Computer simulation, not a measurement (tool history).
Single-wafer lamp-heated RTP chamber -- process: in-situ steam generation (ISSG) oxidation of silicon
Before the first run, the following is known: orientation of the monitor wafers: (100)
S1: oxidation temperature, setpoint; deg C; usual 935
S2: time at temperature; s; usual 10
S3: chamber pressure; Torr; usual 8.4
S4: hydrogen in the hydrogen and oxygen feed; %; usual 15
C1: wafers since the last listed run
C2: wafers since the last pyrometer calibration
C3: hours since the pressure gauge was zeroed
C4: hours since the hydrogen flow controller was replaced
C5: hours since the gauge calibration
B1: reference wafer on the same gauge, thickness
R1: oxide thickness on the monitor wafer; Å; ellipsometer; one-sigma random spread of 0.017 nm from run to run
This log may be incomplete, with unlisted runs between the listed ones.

run 1 hour=0.0 | S1=935 S2=12 S3=8.4 S4=15 | C1=0 C2=791 C3=4189.4 C4=4229.4 C5=30.9 | B1=2.737 | R1=33.24
-- hour=24.4 hydrogen flow controller replaced
run 2 hour=28.8 | S1=935 S2=12 S3=8.4 S4=15 | C1=112 C2=903 C3=4218.2 C4=4.4 C5=59.7 | B1=2.738 | R1=33.32
run 3 hour=56.3 | S1=935 S2=12 S3=8.4 S4=15 | C1=148 C2=1052 C3=4245.7 C4=31.9 C5=87.2 | B1=2.733 | R1=33.05
run 4 hour=88.9 | S1=935 S2=10 S3=8.4 S4=15 | C1=175 C2=1227 C3=4278.3 C4=64.5 C5=119.8 | B1=2.734 | R1=30.95
run 5 hour=104.6 | S1=935 S2=10 S3=8.4 S4=15 | C1=84 C2=1312 C3=4294.0 C4=80.2 C5=135.5 | B1=2.730 | R1=31.04
run 6 hour=124.5 | S1=935 S2=10 S3=9.4 S4=15 | C1=107 C2=1419 C3=4313.9 C4=100.1 C5=155.4 | B1=2.726 | R1=30.78
run 7 hour=166.3 | S1=935 S2=10 S3=8.4 S4=21 | C1=225 C2=1645 C3=4355.7 C4=141.9 C5=197.2 | B1=2.723 | R1=33.45
run 8 hour=197.4 | S1=950 S2=10 S3=9.6 S4=11 | C1=167 C2=1813 C3=4386.8 C4=173.0 C5=228.3 | B1=2.726 | R1=29.63
run 9 hour=223.7 | S1=935 S2=9 S3=8.4 S4=22 | C1=141 C2=1954 C3=4413.1 C4=199.3 C5=254.6 | B1=2.722 | R1=32.81
run 10 hour=240.3 | S1=921 S2=10 S3=8.4 S4=15 | C1=89 C2=2044 C3=4429.7 C4=215.9 C5=271.2 | B1=2.727 | R1=29.96
run 11 hour=256.9 | S1=935 S2=11 S3=9.7 S4=19 | C1=89 C2=2133 C3=4446.3 C4=232.5 C5=287.8 | B1=2.711 | R1=32.98
run 12 hour=270.1 | S1=935 S2=10 S3=8.4 S4=24 | C1=71 C2=2205 C3=4459.5 C4=245.7 C5=301.0 | B1=2.721 | R1=34.57
-- hour=291.1 pyrometer window cleaned and pyrometer calibrated
run 13 hour=291.6 | S1=929 S2=10 S3=8.4 S4=15 | C1=72 C2=2 C3=4481.0 C4=267.2 C5=322.5 | B1=2.713 | R1=30.31
run 14 hour=296.9 | S1=918 S2=13 S3=8.4 S4=11 | C1=28 C2=31 C3=4486.3 C4=272.5 C5=327.8 | B1=2.713 | R1=30.84
run 15 hour=315.8 | S1=935 S2=7 S3=8.4 S4=15 | C1=101 C2=133 C3=4505.2 C4=291.4 C5=346.7 | B1=2.710 | R1=27.14
run 16 hour=343.3 | S1=925 S2=10 S3=7.5 S4=20 | C1=148 C2=281 C3=4532.7 C4=318.9 C5=374.2 | B1=2.708 | R1=32.36
-- hour=366.0 pressure gauge zeroed
run 17 hour=367.7 | S1=935 S2=6 S3=7.3 S4=15 | C1=88 C2=370 C3=1.7 C4=343.3 C5=398.6 | B1=2.708 | R1=25.47
run 18 hour=399.8 | S1=946 S2=10 S3=8.4 S4=15 | C1=173 C2=543 C3=33.8 C4=375.4 C5=430.7 | B1=2.709 | R1=31.37
run 19 hour=418.9 | S1=935 S2=8 S3=8.4 S4=15 | C1=103 C2=646 C3=52.9 C4=394.5 C5=449.8 | B1=2.701 | R1=28.43
run 20 hour=435.5 | S1=935 S2=10 S3=8.4 S4=15 | C1=89 C2=735 C3=69.5 C4=411.1 C5=466.4 | B1=2.695 | R1=30.95
run 21 hour=453.1 | S1=935 S2=10 S3=8.4 S4=15 | C1=94 C2=830 C3=87.1 C4=428.7 C5=484.0 | B1=2.696 | R1=30.41
run 22 hour=473.0 | S1=935 S2=10 S3=8.4 S4=15 | C1=107 C2=937 C3=107.0 C4=448.6 C5=503.9 | B1=2.696 | R1=30.43
run 23 hour=507.9 | S1=923 S2=8 S3=8.4 S4=15 | C1=188 C2=1126 C3=141.9 C4=483.5 C5=538.8 | B1=2.692 | R1=27.79
run 24 hour=528.8 | S1=935 S2=10 S3=9.2 S4=18 | C1=112 C2=1238 C3=162.8 C4=504.4 C5=559.7 | B1=2.688 | R1=31.69
run 25 hour=562.9 | S1=922 S2=13 S3=8.4 S4=24 | C1=183 C2=1422 C3=196.9 C4=538.5 C5=593.8 | B1=2.691 | R1=36.76
run 26 hour=591.2 | S1=935 S2=10 S3=8.4 S4=12 | C1=152 C2=1575 C3=225.2 C4=566.8 C5=622.1 | B1=2.688 | R1=28.89
run 27 hour=647.7 | S1=935 S2=10 S3=9.7 S4=15 | C1=304 C2=1880 C3=281.7 C4=623.3 C5=678.6 | B1=2.684 | R1=30.07
-- hour=687.6 pyrometer window cleaned and pyrometer calibrated
run 28 hour=688.1 | S1=935 S2=8 S3=9.3 S4=15 | C1=174 C2=2 C3=322.1 C4=663.7 C5=719.0 | B1=2.682 | R1=27.78
run 29 hour=709.4 | S1=935 S2=10 S3=8.4 S4=15 | C1=114 C2=117 C3=343.4 C4=685.0 C5=740.3 | B1=2.678 | R1=30.55
run 30 hour=721.6 | S1=918 S2=10 S3=8.4 S4=15 | C1=65 C2=183 C3=355.6 C4=697.2 C5=752.5 | B1=2.678 | R1=29.57

Each row is a separate what-if for the run after 30, all from the same tool condition, not one after another. Results?
run A hour=722.0 | S1=935 S2=10 S3=8.4 S4=15 | C1=2 C2=185 C3=356.0 C4=697.6 C5=752.9 | B1=? | R1=?
run B hour=722.0 | S1=919 S2=10 S3=8.4 S4=11 | C1=2 C2=185 C3=356.0 C4=697.6 C5=752.9 | B1=? | R1=?
run C hour=722.0 | S1=935 S2=10 S3=7.8 S4=11 | C1=2 C2=185 C3=356.0 C4=697.6 C5=752.9 | B1=? | R1=?
run D hour=722.0 | S1=935 S2=14 S3=8.4 S4=12 | C1=2 C2=185 C3=356.0 C4=697.6 C5=752.9 | B1=? | R1=?
run E hour=722.0 | S1=935 S2=11 S3=7.3 S4=23 | C1=2 C2=185 C3=356.0 C4=697.6 C5=752.9 | B1=? | R1=?

run=A B1=2.673 R1=30.48
run=B B1=2.673 R1=27.56
run=C B1=2.673 R1=28.37
run=D B1=2.673 R1=32.82
run=E B1=2.673 R1=35.03
With no hidden state in the tool, these same runs would have given:
run=A R1=31.20
run=B R1=28.21
run=C R1=29.04
run=D R1=33.60
run=E R1=35.86

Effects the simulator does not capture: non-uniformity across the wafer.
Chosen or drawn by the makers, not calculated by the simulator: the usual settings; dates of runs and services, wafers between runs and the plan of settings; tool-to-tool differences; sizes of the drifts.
